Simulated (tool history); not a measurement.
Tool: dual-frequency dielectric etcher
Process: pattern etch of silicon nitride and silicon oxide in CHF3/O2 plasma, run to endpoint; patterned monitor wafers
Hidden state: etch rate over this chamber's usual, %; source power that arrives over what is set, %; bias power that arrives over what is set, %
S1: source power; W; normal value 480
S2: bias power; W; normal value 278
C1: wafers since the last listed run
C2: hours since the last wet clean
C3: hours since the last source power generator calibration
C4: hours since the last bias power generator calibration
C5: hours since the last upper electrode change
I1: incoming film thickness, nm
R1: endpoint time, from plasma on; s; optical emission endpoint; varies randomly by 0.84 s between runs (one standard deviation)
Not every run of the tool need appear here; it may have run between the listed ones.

run,hour,S1,S2,C1,C2,C3,C4,C5,I1,R1
1,0,480,278,0,119.5,2003.6,3534.3,2720.9,216.1,127.7
2,47,480,278,200,166.5,2050.6,3581.3,2767.9,217.1,129.2
3,96.6,480,278,211,216.1,2100.2,3630.9,2817.5,214.8,126.6
4,168.3,480,278,305,287.8,2171.9,3702.6,2889.2,215.8,126.2
5,197.7,480,278,125,317.2,2201.3,3732,2918.6,215.9,127.4
6,263.6,480,278,280,383.1,2267.2,3797.9,2984.5,213.8,124.9
# hour 276: source power generator calibrated
# hour 330.7: upper electrode replaced
7,331.2,480,278,168,450.7,55.2,3865.5,0.5,216,123.8
8,365.6,450,255,146,485.1,89.6,3899.9,34.9,217.4,132
9,414.4,430,226,207,533.9,138.4,3948.7,83.7,218,138.5
10,483,420,278,292,602.5,207,4017.3,152.3,215.1,128.7
11,523.6,390,219,172,643.1,247.6,4057.9,192.9,215.8,142.5
# hour 567.2: bias power generator calibrated
# hour 572.5: wet clean of the chamber
12,582.2,480,219,210,9.7,306.2,15,251.5,216.7,140
13,643,420,278,258,70.5,367,75.8,312.3,216.6,137.5
14,688,590,240,191,115.5,412,120.8,357.3,216.2,122.8
15,740.9,420,278,225,168.4,464.9,173.7,410.2,217.5,135.7

5 ways to go on from here, each from the tool as it stands after run 15. What would each give?
A,741.4,520,278,2,168.9,465.4,174.2,410.7,216.7,?
B,741.4,360,253,2,168.9,465.4,174.2,410.7,216.7,?
C,741.4,510,254,2,168.9,465.4,174.2,410.7,216.7,?
D,741.4,420,326,2,168.9,465.4,174.2,410.7,216.7,?
E,741.4,380,326,2,168.9,465.4,174.2,410.7,216.7,?

run,R1
A,124.3
B,146.4
C,128.7
D,127.6
E,132.2
Without the tool's hidden state the same runs would have given:
run,R1
A,125.5
B,147.9
C,130
D,128.9
E,133.6

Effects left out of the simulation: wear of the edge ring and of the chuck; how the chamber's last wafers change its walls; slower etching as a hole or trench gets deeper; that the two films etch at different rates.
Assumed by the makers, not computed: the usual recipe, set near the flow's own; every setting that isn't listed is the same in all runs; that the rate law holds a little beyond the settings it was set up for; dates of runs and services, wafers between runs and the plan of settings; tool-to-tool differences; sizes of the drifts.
